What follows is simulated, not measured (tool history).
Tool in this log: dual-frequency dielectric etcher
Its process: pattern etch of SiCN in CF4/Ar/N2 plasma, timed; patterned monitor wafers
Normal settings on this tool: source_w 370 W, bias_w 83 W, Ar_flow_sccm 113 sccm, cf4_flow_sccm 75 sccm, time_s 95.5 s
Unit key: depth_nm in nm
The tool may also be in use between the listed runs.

| run | day | source_w | bias_w | Ar_flow_sccm | cf4_flow_sccm | time_s | read-back reference wafer on the same gauge, depth_nm | depth_nm |
|---|---|---|---|---|---|---|---|---|
| 1 | 0 | 370 | 83 | 113 | 75 | 95.5 | 88.1 | 76 |
| 2 | 0.708 | 370 | 83 | 113 | 75 | 95.5 | 88.2 | 76 |
|  | 1.117 | bias power generator calibrated |
| 3 | 1.812 | 370 | 83 | 113 | 75 | 95.5 | 88.1 | 76 |
| 4 | 2.717 | 330 | 83 | 92 | 75 | 95.5 | 88.1 | 69.1 |
| 5 | 3.725 | 330 | 83 | 92 | 75 | 95.5 | 88.1 | 69.1 |
| 6 | 4.458 | 370 | 99 | 113 | 75 | 95.5 | 88 | 81.9 |
|  | 5.671 | CF4 flow controller replaced |
| 7 | 5.779 | 370 | 99 | 113 | 75 | 95.5 | 88.1 | 81.4 |
|  | 7.388 | upper electrode replaced |
| 8 | 7.408 | 450 | 83 | 113 | 75 | 71.5 | 88.1 | 69.2 |
|  | 8.333 | Ar flow controller replaced |
| 9 | 8.571 | 370 | 72 | 86 | 75 | 95.5 | 88.1 | 73.6 |
|  | 8.9 | gauge calibrated |
| 10 | 9.638 | 370 | 70 | 113 | 84 | 95.5 | 88.2 | 70.8 |
| 11 | 10.862 | 370 | 83 | 122 | 60 | 68.5 | 88 | 51.7 |
| 12 | 12.338 | 370 | 65 | 113 | 75 | 74 | 88.1 | 51.9 |
|  | 14.612 | wet clean of the chamber |
| 13 | 14.633 | 370 | 83 | 104 | 75 | 95.5 | 88 | 77.1 |
| 14 | 14.646 | 370 | 77 | 113 | 75 | 95.5 | 88 | 73.8 |
| 15 | 15.762 | 430 | 83 | 113 | 75 | 95.5 | 88.1 | 89.3 |
| 16 | 16.867 | 310 | 83 | 113 | 75 | 95.5 | 88 | 62.9 |
| 17 | 17.488 | 370 | 76 | 96 | 81 | 116 | 88.1 | 91.6 |
| 18 | 19.3 | 370 | 83 | 113 | 75 | 95.5 | 88.1 | 76.1 |
| 19 | 19.908 | 370 | 83 | 113 | 66 | 95.5 | 88.1 | 74.6 |
| 20 | 21.342 | 370 | 83 | 113 | 75 | 95.5 | 88.1 | 75.7 |
| 21 | 22.379 | 370 | 83 | 113 | 75 | 95.5 | 88.1 | 75.6 |

Here are 4 independent what-if runs from the current tool condition. What would each one return?
| A | 22.396 | 370 | 83 | 113 | 75 | 95.5 | ? | ? |
| B | 22.396 | 370 | 83 | 123 | 75 | 95.5 | ? | ? |
| C | 22.396 | 370 | 100 | 135 | 70 | 74.5 | ? | ? |
| D | 22.396 | 370 | 83 | 113 | 61 | 95.5 | ? | ? |

| run | read-back reference wafer on the same gauge, depth_nm | depth_nm |
|---|---|---|
| A | 88.1 | 75.8 |
| B | 88.1 | 74.8 |
| C | 88.1 | 62.2 |
| D | 88.1 | 74.2 |
With no hidden state in the tool, these same runs would have given:
| run | depth_nm |
|---|---|
| A | 77 |
| B | 76 |
| C | 63.2 |
| D | 75.4 |

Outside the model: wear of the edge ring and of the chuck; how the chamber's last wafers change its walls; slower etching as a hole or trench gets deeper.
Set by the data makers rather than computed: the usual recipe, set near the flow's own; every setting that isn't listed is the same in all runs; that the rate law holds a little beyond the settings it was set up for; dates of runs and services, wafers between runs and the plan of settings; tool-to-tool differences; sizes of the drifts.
